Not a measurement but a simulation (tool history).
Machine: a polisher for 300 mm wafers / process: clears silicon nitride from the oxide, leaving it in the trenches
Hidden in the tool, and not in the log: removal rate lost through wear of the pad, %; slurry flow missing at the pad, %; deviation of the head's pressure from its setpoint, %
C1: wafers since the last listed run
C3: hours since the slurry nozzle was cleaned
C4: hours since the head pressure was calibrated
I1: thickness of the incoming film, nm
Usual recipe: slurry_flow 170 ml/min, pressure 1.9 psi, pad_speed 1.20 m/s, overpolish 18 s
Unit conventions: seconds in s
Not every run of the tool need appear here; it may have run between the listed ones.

run 1 hour=0.0 | slurry_flow=170 pressure=1.9 pad_speed=1.20 overpolish=18 | C1=0 wafers_polished_on_this_pad=377 C3=310.6 C4=102.8 | I1=81.0 | seconds=134.1
run 2 hour=66.3 | slurry_flow=170 pressure=1.9 pad_speed=1.20 overpolish=18 | C1=646 wafers_polished_on_this_pad=1023 C3=376.9 C4=169.1 | I1=79.4 | seconds=133.5
run 3 hour=118.6 | slurry_flow=170 pressure=1.9 pad_speed=1.20 overpolish=18 | C1=509 wafers_polished_on_this_pad=1533 C3=429.2 C4=221.4 | I1=80.8 | seconds=134.7
run 4 hour=167.5 | slurry_flow=170 pressure=1.9 pad_speed=1.20 overpolish=18 | C1=476 wafers_polished_on_this_pad=2010 C3=478.1 C4=270.3 | I1=80.6 | seconds=136.9
-- hour=220.4 slurry nozzle cleaned
run 5 hour=229.6 | slurry_flow=170 pressure=1.9 pad_speed=1.20 overpolish=18 | C1=595 wafers_polished_on_this_pad=2605 C3=9.2 C4=332.4 | I1=79.4 | seconds=140.6
run 6 hour=255.1 | slurry_flow=170 pressure=1.9 pad_speed=1.20 overpolish=18 | C1=248 wafers_polished_on_this_pad=2854 C3=34.7 C4=357.9 | I1=81.6 | seconds=141.1
run 7 hour=290.9 | slurry_flow=170 pressure=1.9 pad_speed=1.20 overpolish=20 | C1=348 wafers_polished_on_this_pad=3203 C3=70.5 C4=393.7 | I1=80.1 | seconds=145.0
run 8 hour=335.2 | slurry_flow=170 pressure=1.9 pad_speed=1.32 overpolish=18 | C1=431 wafers_polished_on_this_pad=3635 C3=114.8 C4=438.0 | I1=80.0 | seconds=136.4
run 9 hour=367.0 | slurry_flow=170 pressure=1.9 pad_speed=1.32 overpolish=18 | C1=310 wafers_polished_on_this_pad=3945 C3=146.6 C4=469.8 | I1=81.6 | seconds=141.1
run 10 hour=461.8 | slurry_flow=205 pressure=1.9 pad_speed=1.20 overpolish=18 | C1=924 wafers_polished_on_this_pad=4869 C3=241.4 C4=564.6 | I1=80.7 | seconds=150.3
run 11 hour=496.8 | slurry_flow=205 pressure=1.9 pad_speed=1.20 overpolish=18 | C1=341 wafers_polished_on_this_pad=5210 C3=276.4 C4=599.6 | I1=78.5 | seconds=146.0
-- hour=526.3 worn pad replaced by a new one
run 12 hour=556.2 | slurry_flow=205 pressure=1.9 pad_speed=1.20 overpolish=18 | C1=540 wafers_polished_on_this_pad=291 C3=335.8 C4=659.0 | I1=79.4 | seconds=128.2
run 13 hour=609.7 | slurry_flow=170 pressure=1.9 pad_speed=1.20 overpolish=13 | C1=521 wafers_polished_on_this_pad=813 C3=389.3 C4=712.5 | I1=79.7 | seconds=139.3
run 14 hour=671.6 | slurry_flow=170 pressure=1.9 pad_speed=1.20 overpolish=18 | C1=603 wafers_polished_on_this_pad=1416 C3=451.2 C4=774.4 | I1=80.1 | seconds=140.6
run 15 hour=716.0 | slurry_flow=170 pressure=1.9 pad_speed=1.50 overpolish=18 | C1=432 wafers_polished_on_this_pad=1849 C3=495.6 C4=818.8 | I1=79.7 | seconds=123.2
-- hour=739.7 slurry nozzle cleaned
run 16 hour=767.3 | slurry_flow=215 pressure=1.9 pad_speed=1.46 overpolish=18 | C1=490 wafers_polished_on_this_pad=2339 C3=27.6 C4=870.1 | I1=78.8 | seconds=121.6
run 17 hour=831.6 | slurry_flow=125 pressure=1.9 pad_speed=1.20 overpolish=22 | C1=626 wafers_polished_on_this_pad=2966 C3=91.9 C4=934.4 | I1=79.2 | seconds=160.6
run 18 hour=1040.8 | slurry_flow=170 pressure=1.9 pad_speed=1.20 overpolish=18 | C1=2039 wafers_polished_on_this_pad=5005 C3=301.1 C4=1143.6 | I1=80.1 | seconds=168.4
-- hour=1053.0 worn pad replaced by a new one
run 19 hour=1098.3 | slurry_flow=170 pressure=1.9 pad_speed=1.44 overpolish=18 | C1=521 wafers_polished_on_this_pad=441 C3=358.6 C4=1201.1 | I1=80.2 | seconds=135.1
-- hour=1109.4 head pressure recalibrated
run 20 hour=1137.3 | slurry_flow=170 pressure=1.9 pad_speed=1.20 overpolish=26 | C1=360 wafers_polished_on_this_pad=802 C3=397.6 C4=27.9 | I1=79.8 | seconds=133.9
run 21 hour=1180.7 | slurry_flow=170 pressure=1.5 pad_speed=1.20 overpolish=18 | C1=423 wafers_polished_on_this_pad=1225 C3=441.0 C4=71.3 | I1=80.0 | seconds=173.2
-- hour=1184.6 slurry nozzle cleaned
run 22 hour=1221.2 | slurry_flow=145 pressure=2.2 pad_speed=1.34 overpolish=28 | C1=385 wafers_polished_on_this_pad=1610 C3=36.6 C4=111.8 | I1=80.3 | seconds=111.7
run 23 hour=1250.4 | slurry_flow=170 pressure=1.9 pad_speed=1.20 overpolish=18 | C1=284 wafers_polished_on_this_pad=1894 C3=65.8 C4=141.0 | I1=79.5 | seconds=139.8
run 24 hour=1288.6 | slurry_flow=170 pressure=1.9 pad_speed=1.20 overpolish=9 | C1=372 wafers_polished_on_this_pad=2267 C3=104.0 C4=179.2 | I1=79.5 | seconds=135.6
run 25 hour=1344.3 | slurry_flow=170 pressure=1.9 pad_speed=1.20 overpolish=18 | C1=542 wafers_polished_on_this_pad=2810 C3=159.7 C4=234.9 | I1=81.7 | seconds=145.5
run 26 hour=1412.5 | slurry_flow=170 pressure=1.6 pad_speed=1.20 overpolish=27 | C1=664 wafers_polished_on_this_pad=3475 C3=227.9 C4=303.1 | I1=81.3 | seconds=174.5
run 27 hour=1461.1 | slurry_flow=150 pressure=1.9 pad_speed=1.20 overpolish=11 | C1=473 wafers_polished_on_this_pad=3948 C3=276.5 C4=351.7 | I1=80.9 | seconds=148.3
-- hour=1484.7 worn pad replaced by a new one
run 28 hour=1501.2 | slurry_flow=205 pressure=1.7 pad_speed=1.00 overpolish=9 | C1=351 wafers_polished_on_this_pad=160 C3=316.6 C4=391.8 | I1=81.2 | seconds=166.9
-- hour=1627.6 slurry nozzle cleaned
run 29 hour=1628.1 | slurry_flow=170 pressure=1.9 pad_speed=1.20 overpolish=18 | C1=1227 wafers_polished_on_this_pad=1388 C3=0.5 C4=518.7 | I1=80.8 | seconds=145.6
run 30 hour=1659.6 | slurry_flow=195 pressure=1.9 pad_speed=1.60 overpolish=18 | C1=307 wafers_polished_on_this_pad=1695 C3=32.0 C4=550.2 | I1=79.5 | seconds=112.4
run 31 hour=1706.1 | slurry_flow=170 pressure=1.9 pad_speed=0.94 overpolish=18 | C1=453 wafers_polished_on_this_pad=2148 C3=78.5 C4=596.7 | I1=80.2 | seconds=170.0
run 32 hour=1772.7 | slurry_flow=170 pressure=1.9 pad_speed=1.20 overpolish=18 | C1=649 wafers_polished_on_this_pad=2797 C3=145.1 C4=663.3 | I1=80.1 | seconds=149.0
run 33 hour=1816.5 | slurry_flow=115 pressure=1.4 pad_speed=1.20 overpolish=27 | C1=426 wafers_polished_on_this_pad=3224 C3=188.9 C4=707.1 | I1=79.4 | seconds=217.2
run 34 hour=1848.6 | slurry_flow=170 pressure=1.9 pad_speed=1.20 overpolish=26 | C1=312 wafers_polished_on_this_pad=3537 C3=221.0 C4=739.2 | I1=79.1 | seconds=151.6
run 35 hour=1900.8 | slurry_flow=135 pressure=1.9 pad_speed=0.80 overpolish=26 | C1=508 wafers_polished_on_this_pad=4046 C3=273.2 C4=791.4 | I1=80.2 | seconds=211.6
run 36 hour=1965.0 | slurry_flow=130 pressure=1.3 pad_speed=0.90 overpolish=15 | C1=625 wafers_polished_on_this_pad=4672 C3=337.4 C4=855.6 | I1=79.1 | seconds=291.8
run 37 hour=1998.5 | slurry_flow=205 pressure=1.5 pad_speed=0.82 overpolish=21 | C1=326 wafers_polished_on_this_pad=4999 C3=370.9 C4=889.1 | I1=79.6 | seconds=255.7

Across each entry between runs, compare the hidden state at the last listed run before it with the hidden state at the first listed run after it:
Run 4 -> run 5: slurry nozzle cleaned (hour 220.4)
  removal rate lost through wear of the pad, %: 6.37 -> 7.86; deviation of the head's pressure from its setpoint, %: 0.189 -> -0.167
  measured minus no-state result, seconds: +8.5 -> +11.3 s
Run 11 -> run 12: worn pad replaced by a new one (hour 526.3)
  removal rate lost through wear of the pad, %: 14.3 -> 1.62; deviation of the head's pressure from its setpoint, %: -2.54 -> -3.25
  measured minus no-state result, seconds: +24.0 -> +6.2 s
Run 15 -> run 16: slurry nozzle cleaned (hour 739.7)
  removal rate lost through wear of the pad, %: 5.45 -> 6.68; deviation of the head's pressure from its setpoint, %: -5.5 -> -6.32
  measured minus no-state result, seconds: +13.1 -> +15.3 s
Run 18 -> run 19: worn pad replaced by a new one (hour 1053.0)
  removal rate lost through wear of the pad, %: 13.2 -> 3.05; deviation of the head's pressure from its setpoint, %: -11.6 -> -12.8
  measured minus no-state result, seconds: +39.2 -> +21.0 s
Run 19 -> run 20: head pressure recalibrated (hour 1109.4)
  removal rate lost through wear of the pad, %: 3.05 -> 3.99; deviation of the head's pressure from its setpoint, %: -12.8 -> -0.806
  measured minus no-state result, seconds: +21.0 -> +6.4 s
Run 21 -> run 22: slurry nozzle cleaned (hour 1184.6)
  removal rate lost through wear of the pad, %: 5.03 -> 6; deviation of the head's pressure from its setpoint, %: -0.847 -> -0.918
  measured minus no-state result, seconds: +10.1 -> +7.7 s
Run 27 -> run 28: worn pad replaced by a new one (hour 1484.7)
  removal rate lost through wear of the pad, %: 11.7 -> 1.94; deviation of the head's pressure from its setpoint, %: -1.98 -> -2.26
  measured minus no-state result, seconds: +20.0 -> +6.9 s
Run 28 -> run 29: slurry nozzle cleaned (hour 1627.6)
  removal rate lost through wear of the pad, %: 1.94 -> 4.98; deviation of the head's pressure from its setpoint, %: -2.26 -> -3.36
  measured minus no-state result, seconds: +6.9 -> +11.9 s
